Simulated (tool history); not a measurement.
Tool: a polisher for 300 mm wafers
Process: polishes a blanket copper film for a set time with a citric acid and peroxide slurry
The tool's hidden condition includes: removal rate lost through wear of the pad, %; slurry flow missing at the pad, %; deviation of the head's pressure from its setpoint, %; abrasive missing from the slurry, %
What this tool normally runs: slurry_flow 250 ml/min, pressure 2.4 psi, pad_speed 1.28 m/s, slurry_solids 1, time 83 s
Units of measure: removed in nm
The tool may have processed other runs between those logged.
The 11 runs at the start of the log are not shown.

| run | hour | slurry_flow | pressure | pad_speed | slurry_solids | time | wafers since the last listed run | wafers polished on this pad | hours since the slurry nozzle was cleaned | hours since the head pressure was calibrated | hours since the slurry blender was calibrated | incoming thickness of the incoming film, nm | removed |
|---|---|---|---|---|---|---|---|---|---|---|---|---|---|
| 12 | 162.4 | 300 | 2.4 | 1.28 | 1 | 83 | 65 | 628 | 485 | 869.3 | 233.6 | 1254.4 | 212.8 |
| 13 | 169.8 | 250 | 2.6 | 1.1 | 1.2 | 60 | 39 | 667 | 492.4 | 876.7 | 241 | 1253.8 | 147.8 |
|  | 183 | worn pad replaced by a new one |
| 14 | 187.5 | 335 | 1.9 | 1.28 | 1.25 | 83 | 72 | 23 | 510.1 | 894.4 | 258.7 | 1245.2 | 191.3 |
| 15 | 195.7 | 250 | 2.4 | 1.28 | 1 | 83 | 43 | 67 | 518.3 | 902.6 | 266.9 | 1261.2 | 221.5 |
| 16 | 209.2 | 285 | 2.4 | 1.28 | 1 | 83 | 71 | 138 | 531.8 | 916.1 | 280.4 | 1262.3 | 225.7 |
| 17 | 224.4 | 305 | 2.4 | 1.46 | 1 | 95 | 80 | 219 | 547 | 931.3 | 295.6 | 1239.8 | 285.6 |
| 18 | 231.2 | 250 | 2.4 | 1.28 | 1.3 | 83 | 35 | 255 | 553.8 | 938.1 | 302.4 | 1265.1 | 232 |
|  | 239.6 | slurry blender recalibrated |
| 19 | 240.9 | 180 | 2.4 | 1.48 | 0.7 | 83 | 40 | 295 | 563.5 | 947.8 | 1.3 | 1249 | 223.5 |
| 20 | 258.8 | 175 | 2.4 | 1.6 | 1.2 | 57 | 94 | 390 | 581.4 | 965.7 | 19.2 | 1253.8 | 183.6 |
| 21 | 265.7 | 275 | 2.4 | 1.28 | 1 | 83 | 36 | 426 | 588.3 | 972.6 | 26.1 | 1240 | 215.3 |
|  | 267.6 | slurry nozzle cleaned |
| 22 | 276.1 | 285 | 3.1 | 1.28 | 1 | 91 | 49 | 476 | 8.5 | 983 | 36.5 | 1228.5 | 298.7 |
| 23 | 287.7 | 185 | 2.4 | 1.54 | 1.1 | 73 | 61 | 538 | 20.1 | 994.6 | 48.1 | 1225.4 | 214.6 |
|  | 289.8 | head pressure recalibrated |
| 24 | 298.6 | 250 | 2.4 | 1.28 | 1 | 83 | 47 | 585 | 31 | 8.8 | 59 | 1262.7 | 208 |
| 25 | 309.1 | 165 | 3 | 1.28 | 0.75 | 111 | 55 | 640 | 41.5 | 19.3 | 69.5 | 1250.9 | 302.7 |
|  | 342.7 | worn pad replaced by a new one |
| 26 | 350.2 | 250 | 2.4 | 1.28 | 0.7 | 83 | 196 | 39 | 82.6 | 60.4 | 110.6 | 1228.1 | 200.6 |
| 27 | 367.4 | 225 | 3 | 1.28 | 0.75 | 69 | 91 | 130 | 99.8 | 77.6 | 127.8 | 1249.6 | 200.1 |
| 28 | 383.1 | 250 | 2.4 | 1.28 | 1 | 83 | 83 | 213 | 115.5 | 93.3 | 143.5 | 1262.8 | 215.4 |
| 29 | 400.3 | 330 | 2.4 | 1.66 | 1 | 83 | 91 | 304 | 132.7 | 110.5 | 160.7 | 1263.8 | 279.9 |
| 30 | 415.2 | 250 | 2.4 | 0.98 | 1 | 83 | 78 | 383 | 147.6 | 125.4 | 175.6 | 1258.6 | 166.5 |
| 31 | 433 | 250 | 2.6 | 1.1 | 1.2 | 60 | 94 | 477 | 165.4 | 143.2 | 193.4 | 1229.6 | 149.4 |

Forecast each of these 3 alternatives for the next run:
| A | 433.5 | 250 | 2.4 | 1.28 | 1 | 83 | 2 | 480 | 165.9 | 143.7 | 193.9 | 1255.5 | ? |
| B | 433.5 | 175 | 2 | 1.6 | 1 | 83 | 2 | 480 | 165.9 | 143.7 | 193.9 | 1255.5 | ? |
| C | 433.5 | 300 | 2.7 | 1.28 | 1 | 83 | 2 | 480 | 165.9 | 143.7 | 193.9 | 1255.5 | ? |

| run | removed |
|---|---|
| A | 211.4 |
| B | 212.9 |
| C | 239.6 |
Stripped of hidden state, with their random variation kept, the same runs would have yielded:
| run | removed |
|---|---|
| A | 223.5 |
| B | 225 |
| C | 253.2 |
